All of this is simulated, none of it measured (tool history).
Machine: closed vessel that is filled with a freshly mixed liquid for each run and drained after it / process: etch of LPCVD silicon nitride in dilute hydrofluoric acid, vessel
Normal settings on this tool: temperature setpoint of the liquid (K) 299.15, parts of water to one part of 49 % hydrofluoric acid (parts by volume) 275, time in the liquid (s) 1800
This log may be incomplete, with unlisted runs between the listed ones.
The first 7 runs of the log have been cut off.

run    hour  temperature setpoint of the liquid (K)  parts of water to one part of 49 % hydrofluoric acid (parts by volume)  time in the liquid (s)  read-back film thickness of the LPCVD silicon nitride reference wafer, read on the same gauge (nm)  thickness taken off the LPCVD silicon nitride on a monitor wafer (nm)
  8   536.6                                  300.65                                                                     175                    2505                                                                                              90.017                                                                  8.788
      564.1  -- gauge calibrated
  9   708.2                                  301.65                                                                     275                    2290                                                                                              90.022                                                                  5.357
 10   786.6                                  297.15                                                                     180                    1800                                                                                              90.001                                                                  5.003
      982.4  -- hydrofluoric acid flow meter replaced
 11  1015.6                                  299.15                                                                     275                    1800                                                                                              90.007                                                                  3.640
 12  1097.4                                  299.15                                                                     275                    1800                                                                                              90.010                                                                  3.563
 13  1204.3                                  300.65                                                                     190                    1800                                                                                              90.013                                                                  5.761
 14  1272.3                                  303.65                                                                     385                    2390                                                                                              90.017                                                                  4.487
     1323.3  -- thermometer replaced
 15  1373.7                                  299.15                                                                     275                    1800                                                                                              89.992                                                                  3.670
 16  1430.6                                  299.15                                                                     165                    2400                                                                                              90.007                                                                  8.079
 17  1618.5                                  297.15                                                                     185                    1800                                                                                              89.978                                                                  4.853
 18  1669.5                                  299.15                                                                     275                    1800                                                                                              90.008                                                                  3.731
     1694.4  -- hydrofluoric acid flow meter replaced
 19  1740.1                                  299.15                                                                     335                    1800                                                                                              89.995                                                                  2.906
 20  1821.8                                  299.15                                                                     275                    1800                                                                                              90.003                                                                  3.567
 21  1869.1                                  299.15                                                                     275                    1800                                                                                              89.995                                                                  3.561
 22  1975.1                                  300.65                                                                     200                    2410                                                                                              90.019                                                                  7.289
 23  2050.8                                  297.15                                                                     275                    2095                                                                                              90.005                                                                  3.745
 24  2129.8                                  301.65                                                                     275                    1800                                                                                              89.989                                                                  4.273
 25  2177.4                                  299.15                                                                     275                     740                                                                                              90.007                                                                  1.504
 26  2275.7                                  299.15                                                                     275                    2485                                                                                              90.012                                                                  5.134
 27  2328.8                                  299.15                                                                     275                    1800                                                                                              89.986                                                                  3.736
     2365.5  -- thermometer replaced
 28  2396.1                                  302.65                                                                     400                    2715                                                                                              90.015                                                                  4.739
 29  2486.9                                  299.15                                                                     275                    2655                                                                                              89.995                                                                  5.512
 30  2579.1                                  303.15                                                                     325                    2400                                                                                              89.991                                                                  5.262
     2594.2  -- hydrofluoric acid flow meter replaced
 31  2635.3                                  299.15                                                                     220                    2490                                                                                              90.010                                                                  6.170

Alternative continuations, all from the tool just after run 31; predict every row:
  A  2636.4                                  299.15                                                                     275                    1800                                                                                                   ?                                                                      ?
  B  2636.4                                  294.65                                                                     205                    2335                                                                                                   ?                                                                      ?
  C  2636.4                                  294.65                                                                     240                    1330                                                                                                   ?                                                                      ?
  D  2636.4                                  296.65                                                                     275                    1800                                                                                                   ?                                                                      ?
  E  2636.4                                  299.15                                                                     315                    2250                                                                                                   ?                                                                      ?

run  read-back film thickness of the LPCVD silicon nitride reference wafer, read on the same gauge (nm)  thickness taken off the LPCVD silicon nitride on a monitor wafer (nm)
  A                                                                                              89.989                                                                  3.550
  B                                                                                              89.989                                                                  4.648
  C                                                                                              89.989                                                                  2.269
  D                                                                                              89.989                                                                  3.047
  E                                                                                              89.989                                                                  3.873
Take away the tool's hidden state, keep each run's random variation, and the runs would have read:
run  thickness taken off the LPCVD silicon nitride on a monitor wafer (nm)
  A                                                                  3.514
  B                                                                  4.602
  C                                                                  2.247
  D                                                                  3.017
  E                                                                  3.834
